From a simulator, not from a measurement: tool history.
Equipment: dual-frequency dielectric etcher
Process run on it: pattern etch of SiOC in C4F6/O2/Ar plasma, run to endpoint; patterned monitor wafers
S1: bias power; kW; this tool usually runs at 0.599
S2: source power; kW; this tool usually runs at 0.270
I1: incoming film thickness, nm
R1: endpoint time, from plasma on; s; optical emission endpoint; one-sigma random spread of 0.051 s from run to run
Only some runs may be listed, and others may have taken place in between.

{"run": 1, "hour": 0.0, "S1": 0.514, "S2": 0.27, "I1": 28.5, "R1": 11.2}
{"run": 2, "hour": 100.1, "S1": 0.599, "S2": 0.27, "I1": 28.81, "R1": 10.9}
{"run": 3, "hour": 164.2, "S1": 0.599, "S2": 0.27, "I1": 28.47, "R1": 10.9}
{"run": 4, "hour": 194.8, "S1": 0.599, "S2": 0.27, "I1": 28.79, "R1": 11.0}
{"run": 5, "hour": 228.3, "S1": 0.538, "S2": 0.27, "I1": 28.66, "R1": 11.4}
{"run": 6, "hour": 268.5, "S1": 0.558, "S2": 0.27, "I1": 28.99, "R1": 11.4}
{"run": 7, "hour": 318.9, "S1": 0.558, "S2": 0.27, "I1": 28.71, "R1": 11.4}
{"run": 8, "hour": 390.3, "S1": 0.558, "S2": 0.27, "I1": 28.37, "R1": 11.2}
{"hour": 431.8, "done": "upper electrode replaced"}
{"run": 9, "hour": 457.2, "S1": 0.599, "S2": 0.27, "I1": 28.45, "R1": 11.1}
{"run": 10, "hour": 496.8, "S1": 0.599, "S2": 0.27, "I1": 28.48, "R1": 11.2}
{"run": 11, "hour": 521.8, "S1": 0.599, "S2": 0.27, "I1": 28.59, "R1": 11.3}
{"hour": 550.6, "done": "wet clean of the chamber"}
{"run": 12, "hour": 724.3, "S1": 0.522, "S2": 0.27, "I1": 28.66, "R1": 11.3}
{"hour": 745.6, "done": "source power generator calibrated"}
{"run": 13, "hour": 792.1, "S1": 0.522, "S2": 0.27, "I1": 28.51, "R1": 11.4}
{"run": 14, "hour": 843.6, "S1": 0.599, "S2": 0.27, "I1": 28.56, "R1": 10.9}
{"run": 15, "hour": 884.6, "S1": 0.599, "S2": 0.25, "I1": 28.89, "R1": 11.3}
{"run": 16, "hour": 930.5, "S1": 0.599, "S2": 0.27, "I1": 28.6, "R1": 11.1}
{"run": 17, "hour": 976.8, "S1": 0.473, "S2": 0.33, "I1": 28.17, "R1": 11.4}
{"run": 18, "hour": 1006.6, "S1": 0.599, "S2": 0.22, "I1": 28.49, "R1": 11.5}
{"hour": 1086.6, "done": "wet clean of the chamber"}
{"run": 19, "hour": 1087.1, "S1": 0.543, "S2": 0.29, "I1": 28.72, "R1": 11.0}
{"run": 20, "hour": 1098.2, "S1": 0.599, "S2": 0.27, "I1": 28.78, "R1": 10.9}
{"hour": 1139.5, "done": "bias power generator calibrated"}
{"run": 21, "hour": 1153.6, "S1": 0.599, "S2": 0.27, "I1": 28.36, "R1": 10.7}
{"run": 22, "hour": 1197.1, "S1": 0.702, "S2": 0.29, "I1": 28.73, "R1": 10.3}
{"run": 23, "hour": 1241.5, "S1": 0.651, "S2": 0.32, "I1": 28.76, "R1": 10.4}
{"run": 24, "hour": 1306.7, "S1": 0.599, "S2": 0.27, "I1": 28.39, "R1": 10.9}

Run 25 comes next. What will it give?
{"run": 25, "hour": 1338.4, "S1": 0.599, "S2": 0.31, "I1": 28.76, "R1": "?"}

R1: 10.8 s
On a tool with no hidden condition, and with the same random variation, this run would have come out at R1 10.5 s.

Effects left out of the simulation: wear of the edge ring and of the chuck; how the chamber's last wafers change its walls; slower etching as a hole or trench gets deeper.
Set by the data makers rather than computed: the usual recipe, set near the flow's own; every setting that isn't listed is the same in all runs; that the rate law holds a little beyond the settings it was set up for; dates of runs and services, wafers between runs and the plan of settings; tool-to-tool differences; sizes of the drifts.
